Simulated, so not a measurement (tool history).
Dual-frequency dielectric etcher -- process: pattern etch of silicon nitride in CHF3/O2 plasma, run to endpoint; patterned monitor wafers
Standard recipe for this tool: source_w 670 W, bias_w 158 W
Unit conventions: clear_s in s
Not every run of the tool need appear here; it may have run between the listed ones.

run	hour	source_w	bias_w	incoming incoming film thickness, nm	clear_s
1	0	670	158	76.6	48.8
2	20.5	670	158	76.9	49.5
3	47.7	670	158	75.6	48.1
4	62.6	670	158	76.9	49.6
5	74.7	670	158	76.8	49.3
6	93.9	580	158	77.4	54.8
7	120.7	710	158	76.5	47.1
8	134.1	710	158	77	47.3
9	150.4	710	158	76.6	47.8
# hour 179: bias power generator calibrated
10	181.2	720	158	76.7	47.3
# hour 206.7: source power generator calibrated
11	213.3	720	158	76.8	47.9
# hour 238.7: upper electrode replaced
12	239.2	720	158	77.4	48.2
13	265.2	670	119	76.8	56.6
14	300.3	610	135	76.9	56.8
15	318.4	560	119	77.2	65.3
16	343	720	139	76.3	51.3
# hour 369.3: wet clean of the chamber
17	369.8	580	125	76.9	55.5
18	379.8	670	158	77.2	46.2
19	414.7	530	141	76.1	56
20	433.7	570	183	76.6	48.3
# hour 463.2: wet clean of the chamber, repeated, since the last time left the tool worse
21	463.6	670	158	77.8	49.7
22	486.3	670	158	76.4	48.8
23	502.8	670	170	76.8	47.7
24	524.8	790	123	77.5	50.3
25	549.8	670	158	76.9	49.1

For each run, what was the tool's unlogged condition?
source power that arrives over what is set, %: 0 in every run
bias power that arrives over what is set, %: 0 in every run
H1: etch rate over this chamber's usual, %
run	H1
1	-0.373
2	-0.557
3	-0.802
4	-0.935
5	-1.04
6	-1.22
7	-1.46
8	-1.58
9	-1.72
10	-2
11	-2.29
12	-2.52
13	-2.75
14	-3.07
15	-3.23
16	-3.45
17	6.9
18	6.81
19	6.5
20	6.33
21	-0.299
22	-0.503
23	-0.651
24	-0.849
25	-1.07
